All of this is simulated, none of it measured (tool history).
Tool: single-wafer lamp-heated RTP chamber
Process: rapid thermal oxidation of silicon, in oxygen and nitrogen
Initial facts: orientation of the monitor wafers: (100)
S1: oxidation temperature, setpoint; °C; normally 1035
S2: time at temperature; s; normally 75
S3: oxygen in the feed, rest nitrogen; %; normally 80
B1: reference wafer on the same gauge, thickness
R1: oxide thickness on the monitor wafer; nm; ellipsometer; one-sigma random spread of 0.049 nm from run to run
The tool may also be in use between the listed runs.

run,hour,S1,S2,S3,B1,R1
1,0.0,1050,75,80,6.856,9.111
2,47.3,1050,75,80,6.856,9.009
3,72.9,1050,75,80,6.863,9.107
4,114.1,1035,75,80,6.859,8.193
5,183.6,1035,75,80,6.875,8.207
6,228.8,1035,75,80,6.859,8.194
7,293.7,1035,75,71,6.864,7.866
8,364.0,1035,75,80,6.858,8.228
9,423.9,1035,75,80,6.857,8.277
10,457.9,1035,75,80,6.864,8.215
11,509.4,1035,75,80,6.862,8.239
12,542.9,1035,75,80,6.855,8.216
13,590.2,1035,75,71,6.845,7.884
14,653.2,1054,48,63,6.869,7.034
15,700.7,1035,75,63,6.866,7.540
16,731.4,1052,75,98,6.860,10.007
17,799.8,1035,75,80,6.868,8.238
18,824.0,1035,75,80,6.865,8.152
19,880.8,1018,99,80,6.855,8.167
20,915.0,1035,75,80,6.853,8.217
21,986.1,1035,75,90,6.857,8.609
22,1013.3,1035,75,80,6.870,8.256
23,1051.5,1056,75,80,6.863,9.560
24,1118.6,1022,58,54,6.858,5.866
25,1171.8,1035,101,80,6.853,9.530

Removed from this log: 6 entries logged between the listed runs. Between which two listed runs does each belong, and how does the tool's hidden state at the listed run before it compare with that at the listed run after it?
From run 2 to run 3: gauge calibrated (hour 58.5)
  no hidden state differs between the two runs
From run 6 to run 7: pyrometer window cleaned and pyrometer calibrated (hour 245.0)
  no hidden state differs between the two runs
From run 9 to run 10: oxygen flow controller replaced (hour 457.4)
  no hidden state differs between the two runs
From run 14 to run 15: pyrometer window cleaned and pyrometer calibrated (hour 663.9)
  no hidden state differs between the two runs
From run 16 to run 17: gauge calibrated (hour 792.4)
  no hidden state differs between the two runs
From run 23 to run 24: pyrometer window cleaned and pyrometer calibrated (hour 1101.5)
  no hidden state differs between the two runs
